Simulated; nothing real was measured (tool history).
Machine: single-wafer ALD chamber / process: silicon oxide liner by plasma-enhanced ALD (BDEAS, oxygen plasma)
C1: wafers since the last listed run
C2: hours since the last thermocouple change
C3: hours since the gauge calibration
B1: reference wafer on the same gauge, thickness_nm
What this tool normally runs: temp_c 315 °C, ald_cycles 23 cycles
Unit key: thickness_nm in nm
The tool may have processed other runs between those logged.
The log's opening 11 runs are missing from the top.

Run 12, hour 544.3: usual settings; C1 1048; C2 560.4; C3 693.1; B1 1.969. Result: thickness_nm 2.147 nm.
Run 13, hour 575.7: usual settings; C1 491; C2 591.8; C3 724.5; B1 1.969. Result: thickness_nm 2.136 nm.
Run 14, hour 627.0: usual settings but ald_cycles 22 cycles; C1 802; C2 643.1; C3 775.8; B1 1.973. Result: thickness_nm 2.041 nm.
At hour 637.6: gauge calibrated.
Run 15, hour 655.9: usual settings but ald_cycles 22 cycles; C1 452; C2 672.0; C3 18.3; B1 1.968. Result: thickness_nm 2.047 nm.
Run 16, hour 725.9: usual settings but ald_cycles 26 cycles; C1 1095; C2 742.0; C3 88.3; B1 1.967. Result: thickness_nm 2.417 nm.
Run 17, hour 775.2: usual settings; C1 771; C2 791.3; C3 137.6; B1 1.970. Result: thickness_nm 2.141 nm.
Run 18, hour 836.9: usual settings but temp_c 329 °C, ald_cycles 27 cycles; C1 965; C2 853.0; C3 199.3; B1 1.970. Result: thickness_nm 2.443 nm.
Run 19, hour 902.8: usual settings but temp_c 325 °C, ald_cycles 25 cycles; C1 1030; C2 918.9; C3 265.2; B1 1.970. Result: thickness_nm 2.271 nm.
Run 20, hour 950.2: usual settings but ald_cycles 21 cycles; C1 741; C2 966.3; C3 312.6; B1 1.971. Result: thickness_nm 1.945 nm.
At hour 967.7: thermocouple changed; heater temperature recalibrated.
Run 21, hour 980.8: usual settings but temp_c 326 °C; C1 353; C2 13.1; C3 343.2; B1 1.971. Result: thickness_nm 2.112 nm.
Run 22, hour 1051.0: usual settings but temp_c 324 °C, ald_cycles 27 cycles; C1 1098; C2 83.3; C3 413.4; B1 1.973. Result: thickness_nm 2.481 nm.
Run 23, hour 1085.2: usual settings but ald_cycles 25 cycles; C1 535; C2 117.5; C3 447.6; B1 1.971. Result: thickness_nm 2.333 nm.
Run 24, hour 1138.0: usual settings but temp_c 328 °C, ald_cycles 19 cycles; C1 826; C2 170.3; C3 500.4; B1 1.968. Result: thickness_nm 1.739 nm.
Run 25, hour 1201.7: usual settings but temp_c 322 °C, ald_cycles 21 cycles; C1 996; C2 234.0; C3 564.1; B1 1.969. Result: thickness_nm 1.939 nm.
Run 26, hour 1265.3: usual settings; C1 995; C2 297.6; C3 627.7; B1 1.970. Result: thickness_nm 2.147 nm.
Run 27, hour 1313.3: usual settings but temp_c 320 °C; C1 750; C2 345.6; C3 675.7; B1 1.970. Result: thickness_nm 2.122 nm.
Run 28, hour 1343.0: usual settings but temp_c 329 °C, ald_cycles 21 cycles; C1 464; C2 375.3; C3 705.4; B1 1.970. Result: thickness_nm 1.909 nm.
Run 29, hour 1411.7: usual settings but temp_c 301 °C, ald_cycles 24 cycles; C1 1074; C2 444.0; C3 774.1; B1 1.970. Result: thickness_nm 2.289 nm.
Run 30, hour 1442.6: usual settings but temp_c 326 °C, ald_cycles 27 cycles; C1 483; C2 474.9; C3 805.0; B1 1.969. Result: thickness_nm 2.474 nm.
Run 31, hour 1489.4: usual settings but temp_c 303 °C, ald_cycles 20 cycles; C1 732; C2 521.7; C3 851.8; B1 1.969. Result: thickness_nm 1.902 nm.

Here are 5 independent what-if runs from the current tool condition. What would each one return?
Run A, hour 1489.8: usual settings; C1 6; C2 522.1; C3 852.2; B1 ?. Result: thickness_nm ?.
Run B, hour 1489.8: usual settings but temp_c 320 °C, ald_cycles 21 cycles; C1 6; C2 522.1; C3 852.2; B1 ?. Result: thickness_nm ?.
Run C, hour 1489.8: usual settings but ald_cycles 18 cycles; C1 6; C2 522.1; C3 852.2; B1 ?. Result: thickness_nm ?.
Run D, hour 1489.8: usual settings but temp_c 329 °C, ald_cycles 25 cycles; C1 6; C2 522.1; C3 852.2; B1 ?. Result: thickness_nm ?.
Run E, hour 1489.8: usual settings but temp_c 324 °C, ald_cycles 26 cycles; C1 6; C2 522.1; C3 852.2; B1 ?. Result: thickness_nm ?.

run     B1  thickness_nm
  A  1.972         2.144
  B  1.972         1.942
  C  1.972         1.678
  D  1.972         2.278
  E  1.972         2.389
Take away the tool's hidden state, keep each run's random variation, and the runs would have read:
run  thickness_nm
  A         2.147
  B         1.944
  C         1.680
  D         2.280
  E         2.391
